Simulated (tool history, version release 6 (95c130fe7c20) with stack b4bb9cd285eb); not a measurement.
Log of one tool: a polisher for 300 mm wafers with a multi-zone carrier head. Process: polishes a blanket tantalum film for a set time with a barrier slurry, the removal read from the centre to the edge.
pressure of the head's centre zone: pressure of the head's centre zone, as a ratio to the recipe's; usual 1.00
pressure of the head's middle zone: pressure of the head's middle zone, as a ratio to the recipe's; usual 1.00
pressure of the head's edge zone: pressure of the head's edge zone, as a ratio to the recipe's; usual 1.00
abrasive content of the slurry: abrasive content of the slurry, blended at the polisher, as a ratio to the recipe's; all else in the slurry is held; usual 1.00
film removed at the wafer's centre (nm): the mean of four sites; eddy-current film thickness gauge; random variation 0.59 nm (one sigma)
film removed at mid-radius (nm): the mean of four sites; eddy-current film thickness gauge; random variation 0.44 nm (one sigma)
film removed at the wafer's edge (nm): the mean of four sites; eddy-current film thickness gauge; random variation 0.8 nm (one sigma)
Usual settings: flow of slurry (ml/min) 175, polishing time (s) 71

run	day	flow of slurry (ml/min)	pressure of the head's centre zone	pressure of the head's middle zone	pressure of the head's edge zone	abrasive content of the slurry	polishing time (s)	incoming thickness of the incoming film, nm	film removed at the wafer's centre (nm)	film removed at mid-radius (nm)	film removed at the wafer's edge (nm)
1	0.000	175	1.00	1.00	1.00	1.15	85	386.7	81.5	79.9	79.9
# day 0.379: worn pad replaced by a new one
# day 3.283: centre zone pressure recalibrated
# day 4.750: slurry nozzle cleaned
2	8.138	175	1.00	1.00	1.00	1.15	85	381.5	79.4	79.5	81.1
# day 8.642: edge zone pressure recalibrated
3	9.729	175	1.00	1.00	1.00	1.00	71	374.7	64.4	64.6	65.2
4	11.746	175	1.00	1.00	1.00	1.00	71	377.5	64.8	65.1	65.1
# day 13.988: worn pad replaced by a new one
5	14.225	175	1.00	1.00	1.00	1.00	71	378.9	64.1	64.1	65.4
6	17.167	175	0.89	1.00	1.04	1.00	50	385.6	40.2	45.2	46.2
# day 19.217: centre zone pressure recalibrated
7	19.358	175	1.00	1.00	1.00	0.85	71	379.3	61.4	61.5	63.2
8	21.562	175	1.00	1.00	1.00	1.00	71	376.1	64.8	64.4	64.6
9	24.275	175	0.95	0.90	1.00	1.00	71	380.7	62.1	59.1	64.7
10	26.792	230	1.04	0.96	1.00	1.00	78	379.7	77.7	70.0	73.3
11	28.250	175	1.00	1.00	1.04	1.20	71	375.3	67.9	68.1	67.9
# day 29.046: worn pad replaced by a new one
# day 29.712: carrier head's membrane replaced by a new one
# day 31.121: slurry nozzle cleaned
12	31.646	175	1.00	1.00	1.00	1.00	71	380.1	63.5	64.8	64.4
13	34.354	175	0.89	1.00	1.04	1.00	50	375.0	40.8	44.7	46.0
14	35.767	230	0.95	1.00	1.04	1.10	71	377.1	66.2	67.5	69.2
# day 37.096: edge zone pressure recalibrated
15	37.829	175	1.09	1.00	0.89	1.10	71	384.3	72.4	65.8	64.3
# day 38.288: centre zone pressure recalibrated
16	39.396	175	0.96	1.00	0.91	1.00	71	374.9	62.1	63.9	60.8
17	40.725	175	1.00	1.00	1.00	1.00	71	385.8	64.5	64.5	65.3
18	42.129	200	1.00	1.00	1.00	1.10	71	383.0	67.0	67.0	66.8
# day 44.846: worn pad replaced by a new one
19	44.867	175	1.00	0.89	0.93	1.00	71	382.3	64.3	58.0	62.1
20	47.712	175	1.00	0.90	1.00	1.00	55	378.5	49.3	45.1	49.6
21	49.683	175	1.00	1.00	1.00	1.15	52	377.0	48.8	48.9	50.0

4 ways to go on from here, each from the tool as it stands after run 21. What would each give?
A	49.704	175	1.00	1.00	1.00	1.00	92	386.5	?	?	?
B	49.704	175	1.05	1.00	1.00	1.00	61	386.5	?	?	?
C	49.704	175	1.11	0.93	1.00	1.00	71	386.5	?	?	?
D	49.704	160	1.00	1.00	1.00	1.00	82	386.5	?	?	?

run	film removed at the wafer's centre (nm)	film removed at mid-radius (nm)	film removed at the wafer's edge (nm)
A	84.9	82.8	83.0
B	59.1	54.9	55.0
C	72.8	60.1	64.1
D	74.7	73.0	73.4
Without the tool's hidden state the same runs would have given:
run	film removed at the wafer's centre (nm)	film removed at mid-radius (nm)	film removed at the wafer's edge (nm)
A	84.9	82.8	83.0
B	59.1	54.9	55.0
C	72.8	60.1	64.1
D	74.7	73.0	73.4

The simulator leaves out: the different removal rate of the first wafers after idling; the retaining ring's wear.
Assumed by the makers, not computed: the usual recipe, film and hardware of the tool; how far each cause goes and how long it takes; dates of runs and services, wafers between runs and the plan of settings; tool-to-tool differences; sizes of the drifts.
